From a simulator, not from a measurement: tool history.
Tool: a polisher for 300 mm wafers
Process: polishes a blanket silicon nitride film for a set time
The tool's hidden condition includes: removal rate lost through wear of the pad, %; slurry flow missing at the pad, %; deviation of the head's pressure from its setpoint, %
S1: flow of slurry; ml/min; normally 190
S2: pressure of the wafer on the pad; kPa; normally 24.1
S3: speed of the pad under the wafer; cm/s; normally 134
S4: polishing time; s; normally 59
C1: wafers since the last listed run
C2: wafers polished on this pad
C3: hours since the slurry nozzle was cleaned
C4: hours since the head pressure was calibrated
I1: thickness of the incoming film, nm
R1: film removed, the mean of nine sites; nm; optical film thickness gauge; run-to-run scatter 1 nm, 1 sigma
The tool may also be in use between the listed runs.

{"run": 1, "hour": 0.0, "S1": 190, "S2": 24.1, "S3": 134, "S4": 59, "C1": 0, "C2": 2300, "C3": 193.2, "C4": 380.6, "I1": 506.4, "R1": 108.6}
{"run": 2, "hour": 12.2, "S1": 190, "S2": 24.1, "S3": 134, "S4": 46, "C1": 181, "C2": 2481, "C3": 205.4, "C4": 392.8, "I1": 514.5, "R1": 86.7}
{"run": 3, "hour": 36.9, "S1": 190, "S2": 24.1, "S3": 134, "S4": 46, "C1": 366, "C2": 2848, "C3": 230.1, "C4": 417.5, "I1": 515.3, "R1": 82.9}
{"hour": 51.7, "done": "worn pad replaced by a new one"}
{"run": 4, "hour": 68.7, "S1": 190, "S2": 24.1, "S3": 116, "S4": 59, "C1": 412, "C2": 252, "C3": 261.9, "C4": 449.3, "I1": 505, "R1": 95.3}
{"run": 5, "hour": 91.1, "S1": 190, "S2": 24.1, "S3": 156, "S4": 59, "C1": 332, "C2": 585, "C3": 284.3, "C4": 471.7, "I1": 503.9, "R1": 121.9}
{"run": 6, "hour": 112.7, "S1": 190, "S2": 24.1, "S3": 156, "S4": 59, "C1": 320, "C2": 905, "C3": 305.9, "C4": 493.3, "I1": 510.8, "R1": 122.8}
{"run": 7, "hour": 126.2, "S1": 240, "S2": 24.1, "S3": 134, "S4": 48, "C1": 200, "C2": 1106, "C3": 319.4, "C4": 506.8, "I1": 501.9, "R1": 90.9}
{"run": 8, "hour": 155.6, "S1": 225, "S2": 24.1, "S3": 134, "S4": 59, "C1": 436, "C2": 1542, "C3": 348.8, "C4": 536.2, "I1": 508.7, "R1": 108.4}
{"run": 9, "hour": 185.1, "S1": 225, "S2": 24.1, "S3": 134, "S4": 59, "C1": 437, "C2": 1980, "C3": 378.3, "C4": 565.7, "I1": 504.9, "R1": 109.4}
{"hour": 196.2, "done": "slurry nozzle cleaned"}
{"run": 10, "hour": 215.8, "S1": 225, "S2": 24.1, "S3": 134, "S4": 59, "C1": 440, "C2": 2421, "C3": 19.6, "C4": 596.4, "I1": 505.5, "R1": 110.3}
{"hour": 230.1, "done": "worn pad replaced by a new one"}
{"run": 11, "hour": 234.6, "S1": 145, "S2": 24.1, "S3": 134, "S4": 59, "C1": 219, "C2": 66, "C3": 38.4, "C4": 615.2, "I1": 517.2, "R1": 102.2}
{"run": 12, "hour": 252.3, "S1": 145, "S2": 24.1, "S3": 134, "S4": 59, "C1": 262, "C2": 329, "C3": 56.1, "C4": 632.9, "I1": 511.1, "R1": 100.9}
{"run": 13, "hour": 274.9, "S1": 190, "S2": 29.6, "S3": 134, "S4": 59, "C1": 335, "C2": 664, "C3": 78.7, "C4": 655.5, "I1": 508.5, "R1": 124.1}
{"run": 14, "hour": 288.0, "S1": 155, "S2": 24.1, "S3": 134, "S4": 68, "C1": 194, "C2": 858, "C3": 91.8, "C4": 668.6, "I1": 516.4, "R1": 119}
{"run": 15, "hour": 316.3, "S1": 155, "S2": 24.1, "S3": 134, "S4": 68, "C1": 420, "C2": 1279, "C3": 120.1, "C4": 696.9, "I1": 504.4, "R1": 117.2}
{"run": 16, "hour": 347.4, "S1": 190, "S2": 24.1, "S3": 134, "S4": 59, "C1": 461, "C2": 1740, "C3": 151.2, "C4": 728, "I1": 510.3, "R1": 105.8}
{"run": 17, "hour": 378.9, "S1": 190, "S2": 24.1, "S3": 94, "S4": 73, "C1": 467, "C2": 2208, "C3": 182.7, "C4": 759.5, "I1": 502.9, "R1": 98}
{"hour": 410.3, "done": "worn pad replaced by a new one"}
{"run": 18, "hour": 410.8, "S1": 160, "S2": 24.1, "S3": 134, "S4": 54, "C1": 414, "C2": 7, "C3": 214.6, "C4": 791.4, "I1": 511.9, "R1": 91.6}
{"run": 19, "hour": 429.6, "S1": 190, "S2": 24.1, "S3": 134, "S4": 59, "C1": 279, "C2": 286, "C3": 233.4, "C4": 810.2, "I1": 510.2, "R1": 103}
{"hour": 440.9, "done": "head pressure recalibrated"}
{"run": 20, "hour": 459.3, "S1": 190, "S2": 24.1, "S3": 134, "S4": 67, "C1": 411, "C2": 697, "C3": 263.1, "C4": 18.4, "I1": 508.7, "R1": 142}
{"run": 21, "hour": 484.2, "S1": 190, "S2": 24.1, "S3": 134, "S4": 46, "C1": 369, "C2": 1066, "C3": 288, "C4": 43.3, "I1": 506.6, "R1": 97.8}
{"run": 22, "hour": 518.8, "S1": 130, "S2": 26.2, "S3": 94, "S4": 77, "C1": 513, "C2": 1580, "C3": 322.6, "C4": 77.9, "I1": 506.8, "R1": 124.6}
{"run": 23, "hour": 536.7, "S1": 190, "S2": 24.1, "S3": 134, "S4": 59, "C1": 265, "C2": 1846, "C3": 340.5, "C4": 95.8, "I1": 504.3, "R1": 125.5}
{"run": 24, "hour": 568.4, "S1": 225, "S2": 24.1, "S3": 152, "S4": 44, "C1": 470, "C2": 2316, "C3": 372.2, "C4": 127.5, "I1": 507.2, "R1": 106.5}
{"hour": 589.0, "done": "worn pad replaced by a new one"}
{"run": 25, "hour": 594.2, "S1": 240, "S2": 18.6, "S3": 176, "S4": 59, "C1": 323, "C2": 76, "C3": 398, "C4": 153.3, "I1": 517.4, "R1": 130.5}
{"hour": 603.2, "done": "slurry nozzle cleaned"}
{"run": 26, "hour": 610.6, "S1": 190, "S2": 20, "S3": 134, "S4": 59, "C1": 228, "C2": 305, "C3": 7.4, "C4": 169.7, "I1": 510.3, "R1": 108.7}
{"run": 27, "hour": 639.8, "S1": 190, "S2": 24.1, "S3": 134, "S4": 59, "C1": 433, "C2": 738, "C3": 36.6, "C4": 198.9, "I1": 514.4, "R1": 124.8}
{"hour": 652.7, "done": "head pressure recalibrated, repeated, since the last time left the tool worse"}
{"run": 28, "hour": 654.6, "S1": 145, "S2": 31.7, "S3": 118, "S4": 59, "C1": 190, "C2": 928, "C3": 51.4, "C4": 1.9, "I1": 505.1, "R1": 120.2}
{"run": 29, "hour": 721.7, "S1": 190, "S2": 24.1, "S3": 156, "S4": 59, "C1": 996, "C2": 1924, "C3": 118.5, "C4": 69, "I1": 515.1, "R1": 126.6}
{"run": 30, "hour": 752.6, "S1": 190, "S2": 24.1, "S3": 166, "S4": 59, "C1": 458, "C2": 2383, "C3": 149.4, "C4": 99.9, "I1": 511.4, "R1": 133.7}
{"hour": 772.7, "done": "worn pad replaced by a new one"}
{"run": 31, "hour": 781.1, "S1": 210, "S2": 24.1, "S3": 168, "S4": 71, "C1": 363, "C2": 124, "C3": 177.9, "C4": 128.4, "I1": 513.4, "R1": 162.7}
{"run": 32, "hour": 815.3, "S1": 255, "S2": 18.6, "S3": 108, "S4": 44, "C1": 507, "C2": 631, "C3": 212.1, "C4": 162.6, "I1": 507.4, "R1": 59.2}
{"run": 33, "hour": 829.1, "S1": 190, "S2": 24.1, "S3": 134, "S4": 42, "C1": 204, "C2": 836, "C3": 225.9, "C4": 176.4, "I1": 518, "R1": 80.6}
{"run": 34, "hour": 847.3, "S1": 190, "S2": 24.1, "S3": 134, "S4": 47, "C1": 270, "C2": 1106, "C3": 244.1, "C4": 194.6, "I1": 515.4, "R1": 89.1}
{"run": 35, "hour": 883.0, "S1": 230, "S2": 19.3, "S3": 110, "S4": 51, "C1": 529, "C2": 1636, "C3": 279.8, "C4": 230.3, "I1": 509, "R1": 71.2}
{"run": 36, "hour": 903.7, "S1": 145, "S2": 31.7, "S3": 118, "S4": 59, "C1": 307, "C2": 1944, "C3": 300.5, "C4": 251, "I1": 510.3, "R1": 119.3}

Below are 5 alternative next runs, each starting from the tool's condition after run 36. Predict each:
{"run": "A", "hour": 904.1, "S1": 190, "S2": 24.1, "S3": 134, "S4": 59, "C1": 5, "C2": 1950, "C3": 300.9, "C4": 251.4, "I1": 506.9, "R1": "?"}
{"run": "B", "hour": 904.1, "S1": 190, "S2": 24.1, "S3": 150, "S4": 59, "C1": 5, "C2": 1950, "C3": 300.9, "C4": 251.4, "I1": 506.9, "R1": "?"}
{"run": "C", "hour": 904.1, "S1": 220, "S2": 24.1, "S3": 134, "S4": 50, "C1": 5, "C2": 1950, "C3": 300.9, "C4": 251.4, "I1": 506.9, "R1": "?"}
{"run": "D", "hour": 904.1, "S1": 190, "S2": 24.1, "S3": 134, "S4": 80, "C1": 5, "C2": 1950, "C3": 300.9, "C4": 251.4, "I1": 506.9, "R1": "?"}
{"run": "E", "hour": 904.1, "S1": 135, "S2": 24.1, "S3": 134, "S4": 59, "C1": 5, "C2": 1950, "C3": 300.9, "C4": 251.4, "I1": 506.9, "R1": "?"}

run=A R1=112.7
run=B R1=123.4
run=C R1=97.5
run=D R1=152.8
run=E R1=105.7
What these runs would have given with no unlogged condition in the tool:
run=A R1=113.3
run=B R1=124
run=C R1=98
run=D R1=153.6
run=E R1=106.3
